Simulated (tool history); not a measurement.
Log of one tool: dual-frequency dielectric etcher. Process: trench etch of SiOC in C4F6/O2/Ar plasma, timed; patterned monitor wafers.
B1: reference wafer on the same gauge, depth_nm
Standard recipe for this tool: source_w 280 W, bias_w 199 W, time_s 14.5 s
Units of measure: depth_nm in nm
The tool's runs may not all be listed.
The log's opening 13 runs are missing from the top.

run 14 hour=346.9 | source_w=260 bias_w=178 time_s=13.5 | B1=27.31 | depth_nm=22.39
-- hour=378.5 bias power generator calibrated
run 15 hour=379.0 | source_w=230 bias_w=229 time_s=12.0 | B1=27.28 | depth_nm=21.00
run 16 hour=397.3 | source_w=280 bias_w=199 time_s=14.5 | B1=27.32 | depth_nm=25.73
run 17 hour=426.4 | source_w=280 bias_w=199 time_s=14.5 | B1=27.29 | depth_nm=25.86
run 18 hour=443.9 | source_w=280 bias_w=199 time_s=16.5 | B1=27.30 | depth_nm=29.37
-- hour=485.8 wet clean of the chamber
run 19 hour=486.3 | source_w=280 bias_w=199 time_s=14.5 | B1=27.29 | depth_nm=25.99
run 20 hour=486.6 | source_w=280 bias_w=199 time_s=14.5 | B1=27.30 | depth_nm=26.06
run 21 hour=516.3 | source_w=280 bias_w=199 time_s=14.5 | B1=27.29 | depth_nm=26.14
run 22 hour=543.8 | source_w=320 bias_w=199 time_s=12.5 | B1=27.30 | depth_nm=23.53
run 23 hour=562.5 | source_w=280 bias_w=219 time_s=14.5 | B1=27.30 | depth_nm=26.86
run 24 hour=581.2 | source_w=230 bias_w=156 time_s=12.5 | B1=27.31 | depth_nm=18.92
run 25 hour=594.3 | source_w=280 bias_w=199 time_s=14.5 | B1=27.29 | depth_nm=25.93
run 26 hour=620.4 | source_w=230 bias_w=235 time_s=17.5 | B1=27.29 | depth_nm=31.24
run 27 hour=636.3 | source_w=320 bias_w=244 time_s=14.5 | B1=27.31 | depth_nm=29.50
run 28 hour=650.2 | source_w=280 bias_w=171 time_s=14.5 | B1=27.29 | depth_nm=24.50
run 29 hour=723.8 | source_w=350 bias_w=199 time_s=12.0 | B1=27.31 | depth_nm=23.31
run 30 hour=747.6 | source_w=350 bias_w=199 time_s=12.5 | B1=27.31 | depth_nm=24.33
run 31 hour=778.2 | source_w=280 bias_w=199 time_s=14.5 | B1=27.30 | depth_nm=25.98

Each row is a separate what-if for the run after 31, all from the same tool condition, not one after another. Results?
run A hour=778.6 | source_w=280 bias_w=185 time_s=14.5 | B1=? | depth_nm=?
run B hour=778.6 | source_w=310 bias_w=216 time_s=14.5 | B1=? | depth_nm=?
run C hour=778.6 | source_w=280 bias_w=225 time_s=10.5 | B1=? | depth_nm=?

run=A B1=27.29 depth_nm=25.15
run=B B1=27.29 depth_nm=27.73
run=C B1=27.29 depth_nm=19.64
Take away the tool's hidden state, keep each run's random variation, and the runs would have read:
run=A depth_nm=25.35
run=B depth_nm=27.96
run=C depth_nm=19.81
